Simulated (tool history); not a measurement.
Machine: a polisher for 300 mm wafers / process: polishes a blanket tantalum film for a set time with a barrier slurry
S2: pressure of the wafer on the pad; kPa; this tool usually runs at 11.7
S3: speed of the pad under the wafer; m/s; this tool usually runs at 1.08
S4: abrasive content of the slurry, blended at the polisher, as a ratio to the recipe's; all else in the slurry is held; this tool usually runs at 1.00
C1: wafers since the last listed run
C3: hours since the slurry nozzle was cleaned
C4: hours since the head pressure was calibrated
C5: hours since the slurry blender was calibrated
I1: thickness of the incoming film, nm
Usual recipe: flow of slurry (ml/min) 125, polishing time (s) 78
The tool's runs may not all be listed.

Run 1, day 0.000: usual settings but S3 0.98 m/s, S4 0.95; C1 0; wafers polished on this pad 190; C3 67.9; C4 400.8; C5 87.1; I1 486.7. Result: film removed (nm) 102.9.
Run 2, day 0.708: usual settings but S3 0.98 m/s, S4 0.95; C1 133; wafers polished on this pad 324; C3 84.9; C4 417.8; C5 104.1; I1 485.6. Result: film removed (nm) 99.9.
Run 3, day 1.425: usual settings but S3 0.98 m/s, S4 0.95; C1 134; wafers polished on this pad 458; C3 102.1; C4 435.0; C5 121.3; I1 482.1. Result: film removed (nm) 100.2.
Run 4, day 2.050: usual settings; C1 117; wafers polished on this pad 576; C3 117.1; C4 450.0; C5 136.3; I1 487.6. Result: film removed (nm) 107.6.
Run 5, day 2.842: usual settings; C1 148; wafers polished on this pad 724; C3 136.1; C4 469.0; C5 155.3; I1 480.9. Result: film removed (nm) 102.8.
Run 6, day 3.692: usual settings but S2 13.1 kPa; C1 159; wafers polished on this pad 884; C3 156.5; C4 489.4; C5 175.7; I1 482.9. Result: film removed (nm) 112.6.
Run 7, day 4.692: usual settings but S2 13.1 kPa; C1 187; wafers polished on this pad 1072; C3 180.5; C4 513.4; C5 199.7; I1 479.5. Result: film removed (nm) 108.8.
At day 5.375: slurry nozzle cleaned.
Run 8, day 5.604: usual settings but flow of slurry (ml/min) 155; C1 163; wafers polished on this pad 1235; C3 5.5; C4 535.3; C5 221.6; I1 479.4. Result: film removed (nm) 100.1.
At day 6.088: worn pad replaced by a new one.
Run 9, day 6.996: usual settings but flow of slurry (ml/min) 155; C1 230; wafers polished on this pad 170; C3 38.9; C4 568.7; C5 255.0; I1 477.5. Result: film removed (nm) 112.2.
Run 10, day 8.246: usual settings but flow of slurry (ml/min) 155; C1 234; wafers polished on this pad 405; C3 68.9; C4 598.7; C5 285.0; I1 472.9. Result: film removed (nm) 109.4.
Run 11, day 9.046: usual settings; C1 150; wafers polished on this pad 555; C3 88.1; C4 617.9; C5 304.2; I1 480.1. Result: film removed (nm) 100.6.
Run 12, day 10.238: usual settings; C1 223; wafers polished on this pad 779; C3 116.7; C4 646.5; C5 332.8; I1 488.0. Result: film removed (nm) 98.2.
At day 10.354: head pressure recalibrated.
At day 10.371: slurry blender recalibrated.
Run 13, day 11.396: usual settings; C1 199; wafers polished on this pad 978; C3 144.5; C4 25.0; C5 24.6; I1 476.0. Result: film removed (nm) 111.6.
Run 14, day 12.771: usual settings but flow of slurry (ml/min) 145, S2 14.5 kPa; C1 258; wafers polished on this pad 1236; C3 177.5; C4 58.0; C5 57.6; I1 472.8. Result: film removed (nm) 131.6.
At day 13.104: slurry nozzle cleaned.
At day 13.483: worn pad replaced by a new one.
Run 15, day 14.217: usual settings but flow of slurry (ml/min) 115, polishing time (s) 98; C1 232; wafers polished on this pad 137; C3 26.7; C4 92.7; C5 92.3; I1 476.6. Result: film removed (nm) 141.7.
Run 16, day 15.550: usual settings but flow of slurry (ml/min) 95, polishing time (s) 69; C1 250; wafers polished on this pad 388; C3 58.7; C4 124.7; C5 124.3; I1 489.8. Result: film removed (nm) 88.8.
Run 17, day 16.783: usual settings but flow of slurry (ml/min) 165; C1 231; wafers polished on this pad 620; C3 88.3; C4 154.3; C5 153.9; I1 483.2. Result: film removed (nm) 110.2.
Run 18, day 17.483: usual settings but S2 9.0 kPa; C1 131; wafers polished on this pad 751; C3 105.1; C4 171.1; C5 170.7; I1 481.9. Result: film removed (nm) 79.4.
Run 19, day 18.475: usual settings; C1 186; wafers polished on this pad 937; C3 128.9; C4 194.9; C5 194.5; I1 480.2. Result: film removed (nm) 102.9.
Run 20, day 19.571: usual settings but polishing time (s) 95; C1 205; wafers polished on this pad 1143; C3 155.2; C4 221.2; C5 220.8; I1 481.0. Result: film removed (nm) 119.9.
At day 20.508: worn pad replaced by a new one.
Run 21, day 20.529: usual settings but S3 0.80 m/s, S4 1.30, polishing time (s) 64; C1 148; wafers polished on this pad 3; C3 178.2; C4 244.2; C5 243.8; I1 478.6. Result: film removed (nm) 81.3.
At day 20.979: slurry nozzle cleaned.
Run 22, day 21.871: usual settings; C1 244; wafers polished on this pad 247; C3 21.4; C4 276.4; C5 276.0; I1 472.5. Result: film removed (nm) 105.4.
Run 23, day 22.392: usual settings but S3 0.74 m/s; C1 97; wafers polished on this pad 345; C3 33.9; C4 288.9; C5 288.5; I1 480.3. Result: film removed (nm) 83.2.
Run 24, day 23.471: usual settings; C1 202; wafers polished on this pad 548; C3 59.8; C4 314.8; C5 314.4; I1 474.4. Result: film removed (nm) 102.7.
At day 23.783: slurry blender recalibrated.
Run 25, day 24.833: usual settings; C1 240; wafers polished on this pad 788; C3 92.5; C4 347.5; C5 25.2; I1 476.9. Result: film removed (nm) 111.0.
Run 26, day 25.562: usual settings but flow of slurry (ml/min) 155, S3 1.26 m/s; C1 136; wafers polished on this pad 925; C3 110.0; C4 365.0; C5 42.7; I1 477.7. Result: film removed (nm) 123.5.
Run 27, day 26.179: usual settings but flow of slurry (ml/min) 105, S2 7.6 kPa, S3 1.24 m/s, S4 0.90; C1 115; wafers polished on this pad 1041; C3 124.8; C4 379.8; C5 57.5; I1 477.6. Result: film removed (nm) 67.2.
Run 28, day 26.988: usual settings but S3 1.42 m/s, S4 1.20; C1 151; wafers polished on this pad 1193; C3 144.2; C4 399.2; C5 76.9; I1 475.5. Result: film removed (nm) 127.0.
At day 27.900: worn pad replaced by a new one.
Run 29, day 27.921: usual settings but polishing time (s) 104; C1 144; wafers polished on this pad 3; C3 166.6; C4 421.6; C5 99.3; I1 473.3. Result: film removed (nm) 152.0.

A few steps of film removed (nm) between consecutive runs. Split each: what settings, incoming material and random variation would produce without the hidden state, and what is left over for the hidden state, along with gauge scatter present in only one of the two compared results (measured, and without hidden state):
Hidden conditions of the tool in this case: removal rate lost through wear of the pad, %; slurry flow missing at the pad, %; deviation of the head's pressure from its setpoint, %; abrasive missing from the slurry, %.
Run 14 -> 15: flow of slurry (ml/min) 145 -> 115, S2 14.5 -> 11.7, polishing time (s) 78 -> 98, slurry nozzle cleaned, worn pad replaced by a new one. film removed (nm) +10.1: hidden state +13.2, all else -3.1.
Run 20 -> 21: S3 1.08 -> 0.80, S4 1.00 -> 1.30, polishing time (s) 95 -> 64, worn pad replaced by a new one. film removed (nm) -38.6: hidden state +20.0, all else -58.6.
Run 26 -> 27: flow of slurry (ml/min) 155 -> 105, S2 11.7 -> 7.6, S3 1.26 -> 1.24, S4 1.00 -> 0.90. film removed (nm) -56.3: hidden state +6.0, all else -62.3.
Run 27 -> 28: flow of slurry (ml/min) 105 -> 125, S2 7.6 -> 11.7, S3 1.24 -> 1.42, S4 0.90 -> 1.20. film removed (nm) +59.8: hidden state -12.6, all else +72.4.
